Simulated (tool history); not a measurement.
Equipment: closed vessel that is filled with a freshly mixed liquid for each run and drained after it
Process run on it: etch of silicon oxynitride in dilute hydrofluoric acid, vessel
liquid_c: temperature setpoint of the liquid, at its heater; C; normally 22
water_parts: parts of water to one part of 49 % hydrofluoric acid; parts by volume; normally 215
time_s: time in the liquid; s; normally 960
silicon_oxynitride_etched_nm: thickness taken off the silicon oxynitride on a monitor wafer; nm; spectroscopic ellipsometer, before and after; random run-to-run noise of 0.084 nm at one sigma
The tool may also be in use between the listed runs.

run    hour  liquid_c  water_parts  time_s  read-back film thickness of the silicon oxynitride reference wafer, read on the same gauge (nm)  silicon_oxynitride_etched_nm
  1       0        22          215     960                                                                                            79.98                         16.85
  2    43.9      24.5          215     960                                                                                            79.98                         19.03
  3    92.2        22          215     960                                                                                            79.97                         17.13
      119.3  -- hydrofluoric acid flow meter replaced
  4   123.4        22          215     960                                                                                            80.07                         16.94
  5     153        22          215     960                                                                                            79.96                         17.12
  6   219.1        22          215     960                                                                                            80.03                         16.95
  7   255.1        22          215     960                                                                                            80.03                         17.14
  8   286.5        22          215     960                                                                                            80.04                         17.13
  9   331.3        22          215     960                                                                                            79.93                         17.03
 10   379.3        24          215     960                                                                                            80.01                         18.72
 11   438.2        24          215     960                                                                                            79.99                         18.86
 12   486.1        22          215     960                                                                                            79.99                         17.05
 13   540.8        22          215     960                                                                                            79.99                         16.96
 14   569.6        22          245     960                                                                                            80.03                          14.7
      588.1  -- gauge calibrated
 15   597.3        20          305     395                                                                                            80.05                          4.26
 16   630.1        22          125     960                                                                                            79.99                         31.32
 17   662.8      24.5          215     740                                                                                            79.99                         14.68
 18   720.8        22          260     960                                                                                               80                         13.61
      743.7  -- thermometer replaced
      747.3  -- hydrofluoric acid flow meter replaced
 19   764.8        22          215     960                                                                                            79.97                         17.14
 20   806.4        27          255    1165                                                                                            79.97                            21
 21   852.3        27          215    1360                                                                                               80                         30.12
 22     888        22          215     960                                                                                               80                         16.95
 23     922      24.5          145     960                                                                                            80.05                         29.89
 24     980      17.5          215    1310                                                                                               80                         18.84
 25  1042.9        22          125    1235                                                                                            79.97                         40.57
 26  1077.4        22          305     960                                                                                               80                         11.35
 27  1127.6        25          215    1535                                                                                            80.05                         31.07
 28  1162.1        22          215     960                                                                                            80.02                         17.09
 29  1205.5      23.5          300    1180                                                                                            80.03                         15.12

What was the tool's hidden state at every run in the log?
liquid hotter than its thermometer reads (K): 0 at every run
hydrofluoric acid flow below the setpoint (%): 0 at every run
gauge reads high (%): 0 at every run
